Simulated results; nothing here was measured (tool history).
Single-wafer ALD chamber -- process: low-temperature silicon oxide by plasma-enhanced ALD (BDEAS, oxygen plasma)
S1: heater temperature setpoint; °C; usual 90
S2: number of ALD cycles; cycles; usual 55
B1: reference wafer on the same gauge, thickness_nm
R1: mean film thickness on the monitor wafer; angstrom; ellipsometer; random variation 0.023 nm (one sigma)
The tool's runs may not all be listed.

run 1 hour=0 | S1=98 S2=55 | B1=7.586 | R1=77.07
run 2 hour=57.1 | S1=94 S2=55 | B1=7.598 | R1=77.72
run 3 hour=133.9 | S1=82 S2=58 | B1=7.599 | R1=85.72
run 4 hour=173 | S1=82 S2=58 | B1=7.588 | R1=85.72
run 5 hour=224.7 | S1=82 S2=58 | B1=7.589 | R1=85.85
run 6 hour=286.6 | S1=90 S2=55 | B1=7.59 | R1=78.65
run 7 hour=347.3 | S1=90 S2=55 | B1=7.59 | R1=78.5
run 8 hour=405.6 | S1=90 S2=61 | B1=7.584 | R1=86.91
run 9 hour=444.4 | S1=90 S2=61 | B1=7.586 | R1=87.11
run 10 hour=546.9 | S1=90 S2=61 | B1=7.585 | R1=86.97
-- hour=554 gauge calibrated
run 11 hour=597 | S1=90 S2=55 | B1=7.595 | R1=78.93
run 12 hour=703 | S1=90 S2=55 | B1=7.601 | R1=78.65
run 13 hour=770.6 | S1=94 S2=51 | B1=7.586 | R1=71.76
run 14 hour=815.3 | S1=80 S2=45 | B1=7.589 | R1=66.92
run 15 hour=853.3 | S1=104 S2=63 | B1=7.592 | R1=87.28
run 16 hour=891.9 | S1=90 S2=55 | B1=7.596 | R1=79.01
-- hour=927.4 thermocouple changed; heater temperature recalibrated
run 17 hour=949 | S1=90 S2=55 | B1=7.591 | R1=80.29
run 18 hour=1050.4 | S1=96 S2=65 | B1=7.592 | R1=92.43
run 19 hour=1094.1 | S1=94 S2=47 | B1=7.591 | R1=67.51

For run 20, what comes out?
run 20 hour=1197.8 | S1=77 S2=59 | B1=? | R1=?

B1: 7.585
R1: 90.11 angstrom
The same run, on a tool lacking any hidden state, would have yielded R1 90.86 angstrom.
